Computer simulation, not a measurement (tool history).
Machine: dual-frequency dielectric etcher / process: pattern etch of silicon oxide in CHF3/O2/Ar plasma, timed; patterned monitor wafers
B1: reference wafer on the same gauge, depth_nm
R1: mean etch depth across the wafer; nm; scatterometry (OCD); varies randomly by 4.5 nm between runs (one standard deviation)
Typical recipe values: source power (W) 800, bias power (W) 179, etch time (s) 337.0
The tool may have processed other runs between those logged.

run 1 hour=0.0 | source_power_(W)=800 bias_power_(W)=179 etch_time_(s)=337.0 | B1=747.2 | R1=779.7
run 2 hour=38.3 | source_power_(W)=800 bias_power_(W)=179 etch_time_(s)=337.0 | B1=747.7 | R1=779.7
run 3 hour=62.5 | source_power_(W)=800 bias_power_(W)=179 etch_time_(s)=337.0 | B1=746.7 | R1=776.1
run 4 hour=89.6 | source_power_(W)=800 bias_power_(W)=179 etch_time_(s)=337.0 | B1=747.9 | R1=780.2
run 5 hour=124.9 | source_power_(W)=750 bias_power_(W)=179 etch_time_(s)=314.0 | B1=747.8 | R1=711.8
run 6 hour=159.0 | source_power_(W)=750 bias_power_(W)=179 etch_time_(s)=314.0 | B1=748.6 | R1=714.5
run 7 hour=173.1 | source_power_(W)=750 bias_power_(W)=179 etch_time_(s)=314.0 | B1=747.8 | R1=715.7
run 8 hour=195.4 | source_power_(W)=800 bias_power_(W)=179 etch_time_(s)=337.0 | B1=749.6 | R1=791.8
run 9 hour=216.0 | source_power_(W)=750 bias_power_(W)=179 etch_time_(s)=314.0 | B1=747.2 | R1=716.0
run 10 hour=251.8 | source_power_(W)=960 bias_power_(W)=151 etch_time_(s)=400.5 | B1=748.6 | R1=942.9
run 11 hour=273.7 | source_power_(W)=800 bias_power_(W)=211 etch_time_(s)=300.5 | B1=749.7 | R1=759.7
-- hour=288.1 bias power generator calibrated
run 12 hour=301.9 | source_power_(W)=800 bias_power_(W)=179 etch_time_(s)=337.0 | B1=748.0 | R1=789.2
-- hour=303.5 gauge calibrated
-- hour=329.6 wet clean of the chamber
run 13 hour=330.1 | source_power_(W)=800 bias_power_(W)=179 etch_time_(s)=337.0 | B1=748.0 | R1=778.9
-- hour=337.8 source power generator calibrated
run 14 hour=338.3 | source_power_(W)=730 bias_power_(W)=211 etch_time_(s)=415.5 | B1=747.3 | R1=985.4
-- hour=362.7 upper electrode replaced, of another model than before
run 15 hour=365.2 | source_power_(W)=700 bias_power_(W)=193 etch_time_(s)=436.0 | B1=748.5 | R1=974.4
run 16 hour=383.9 | source_power_(W)=600 bias_power_(W)=215 etch_time_(s)=385.5 | B1=748.5 | R1=859.0
run 17 hour=411.9 | source_power_(W)=970 bias_power_(W)=154 etch_time_(s)=297.0 | B1=747.9 | R1=691.3
run 18 hour=430.2 | source_power_(W)=660 bias_power_(W)=150 etch_time_(s)=305.5 | B1=748.8 | R1=568.9
run 19 hour=446.5 | source_power_(W)=900 bias_power_(W)=179 etch_time_(s)=337.0 | B1=748.3 | R1=836.7
run 20 hour=481.9 | source_power_(W)=960 bias_power_(W)=166 etch_time_(s)=240.0 | B1=748.9 | R1=579.1
run 21 hour=494.3 | source_power_(W)=800 bias_power_(W)=157 etch_time_(s)=337.0 | B1=747.0 | R1=722.4
run 22 hour=519.0 | source_power_(W)=750 bias_power_(W)=203 etch_time_(s)=368.0 | B1=748.5 | R1=896.2
run 23 hour=539.1 | source_power_(W)=850 bias_power_(W)=179 etch_time_(s)=267.5 | B1=747.5 | R1=638.5
run 24 hour=566.9 | source_power_(W)=950 bias_power_(W)=217 etch_time_(s)=396.5 | B1=747.4 | R1=1123.0
run 25 hour=588.1 | source_power_(W)=740 bias_power_(W)=222 etch_time_(s)=337.0 | B1=749.3 | R1=866.3
run 26 hour=618.2 | source_power_(W)=800 bias_power_(W)=179 etch_time_(s)=337.0 | B1=747.3 | R1=790.2
run 27 hour=651.1 | source_power_(W)=800 bias_power_(W)=200 etch_time_(s)=364.0 | B1=748.0 | R1=921.8
-- hour=682.6 wet clean of the chamber
run 28 hour=683.1 | source_power_(W)=660 bias_power_(W)=179 etch_time_(s)=380.0 | B1=747.0 | R1=798.5
run 29 hour=697.6 | source_power_(W)=940 bias_power_(W)=179 etch_time_(s)=337.0 | B1=746.7 | R1=845.4

Forecast each of these 5 alternatives for the next run:
run A hour=698.1 | source_power_(W)=800 bias_power_(W)=212 etch_time_(s)=337.0 | B1=? | R1=?
run B hour=698.1 | source_power_(W)=660 bias_power_(W)=179 etch_time_(s)=337.0 | B1=? | R1=?
run C hour=698.1 | source_power_(W)=930 bias_power_(W)=192 etch_time_(s)=337.0 | B1=? | R1=?
run D hour=698.1 | source_power_(W)=930 bias_power_(W)=155 etch_time_(s)=245.0 | B1=? | R1=?
run E hour=698.1 | source_power_(W)=640 bias_power_(W)=179 etch_time_(s)=337.0 | B1=? | R1=?

run=A B1=745.9 R1=854.7
run=B B1=745.9 R1=700.6
run=C B1=745.9 R1=868.6
run=D B1=745.9 R1=554.0
run=E B1=745.9 R1=689.2
Without the tool's hidden state the same runs would have given:
run=A R1=854.7
run=B R1=700.7
run=C R1=868.6
run=D R1=554.0
run=E R1=689.2
